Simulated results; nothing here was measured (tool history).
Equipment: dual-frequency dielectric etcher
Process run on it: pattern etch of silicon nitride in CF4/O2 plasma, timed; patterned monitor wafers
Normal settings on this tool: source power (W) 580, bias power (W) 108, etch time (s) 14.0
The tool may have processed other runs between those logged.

run,hour,source power (W),bias power (W),etch time (s),wafers since the last listed run,hours since the last wet clean,hours since the last source power generator calibration,hours since the last bias power generator calibration,hours since the last upper electrode change,hours since the gauge calibration,"read-back reference wafer on the same gauge, depth_nm",mean etch depth across the wafer (angstrom)
1,0.0,580,108,14.0,0,188.7,1245.4,4697.0,3958.5,218.4,29.58,250.7
2,18.6,650,108,15.0,271,207.3,1264.0,4715.6,3977.1,237.0,29.64,305.2
3,52.5,580,92,15.5,493,241.2,1297.9,4749.5,4011.0,270.9,29.57,264.6
4,73.1,580,92,15.5,300,261.8,1318.5,4770.1,4031.6,291.5,29.60,266.1
5,115.5,580,108,14.0,617,304.2,1360.9,4812.5,4074.0,333.9,29.57,250.6
6,148.9,580,108,14.0,486,337.6,1394.3,4845.9,4107.4,367.3,29.60,250.0
7,184.6,580,93,14.0,520,373.3,1430.0,4881.6,4143.1,403.0,29.59,237.5
8,202.5,580,108,14.0,260,391.2,1447.9,4899.5,4161.0,420.9,29.65,246.7
9,218.4,580,108,14.0,231,407.1,1463.8,4915.4,4176.9,436.8,29.60,247.5
# hour 242.7: bias power generator calibrated
10,243.2,680,115,14.0,303,431.9,1488.6,0.5,4201.7,461.6,29.61,297.8
11,252.3,680,115,14.0,132,441.0,1497.7,9.6,4210.8,470.7,29.59,301.0
12,266.3,580,108,14.0,204,455.0,1511.7,23.6,4224.8,484.7,29.56,247.5
13,279.5,580,108,14.0,192,468.2,1524.9,36.8,4238.0,497.9,29.63,246.4
14,292.0,580,108,14.0,182,480.7,1537.4,49.3,4250.5,510.4,29.59,244.7
15,325.4,580,93,12.5,486,514.1,1570.8,82.7,4283.9,543.8,29.58,210.5
16,351.4,580,92,15.5,378,540.1,1596.8,108.7,4309.9,569.8,29.59,258.7
# hour 397.0: wet clean of the chamber
# hour 397.1: gauge calibrated
# hour 403.7: upper electrode replaced
17,404.2,660,90,12.0,322,7.2,1649.6,161.5,0.5,7.1,29.57,242.2
18,414.9,690,84,17.0,155,17.9,1660.3,172.2,11.2,17.8,29.62,351.5
19,427.0,460,119,14.0,176,30.0,1672.4,184.3,23.3,29.9,29.58,205.8
20,455.4,580,108,14.0,413,58.4,1700.8,212.7,51.7,58.3,29.61,259.3
21,480.6,580,101,10.5,367,83.6,1726.0,237.9,76.9,83.5,29.60,191.9
22,516.5,580,108,14.0,523,119.5,1761.9,273.8,112.8,119.4,29.58,255.6
# hour 521.3: source power generator calibrated
23,529.9,580,88,15.5,136,132.9,8.6,287.2,126.2,132.8,29.54,267.4
24,550.8,580,108,14.0,304,153.8,29.5,308.1,147.1,153.7,29.61,255.8
25,576.6,580,108,14.0,375,179.6,55.3,333.9,172.9,179.5,29.54,252.9
26,606.0,480,108,11.0,428,209.0,84.7,363.3,202.3,208.9,29.60,163.3
27,635.6,580,108,17.5,431,238.6,114.3,392.9,231.9,238.5,29.61,317.4
28,666.6,580,92,15.5,451,269.6,145.3,423.9,262.9,269.5,29.57,270.1

What if the next run were any one of these 5? Each begins from the tool's condition after run 28:
A,667.0,580,108,14.0,5,270.0,145.7,424.3,263.3,269.9,?,?
B,667.0,660,108,12.0,5,270.0,145.7,424.3,263.3,269.9,?,?
C,667.0,490,81,15.5,5,270.0,145.7,424.3,263.3,269.9,?,?
D,667.0,580,122,14.0,5,270.0,145.7,424.3,263.3,269.9,?,?
E,667.0,480,128,14.0,5,270.0,145.7,424.3,263.3,269.9,?,?

run,"read-back reference wafer on the same gauge, depth_nm",mean etch depth across the wafer (angstrom)
A,29.58,252.7
B,29.58,248.1
C,29.58,215.2
D,29.58,262.0
E,29.58,216.8
Had the tool no hidden state, the same runs would have come out as:
run,mean etch depth across the wafer (angstrom)
A,259.5
B,254.7
C,221.0
D,269.0
E,222.5
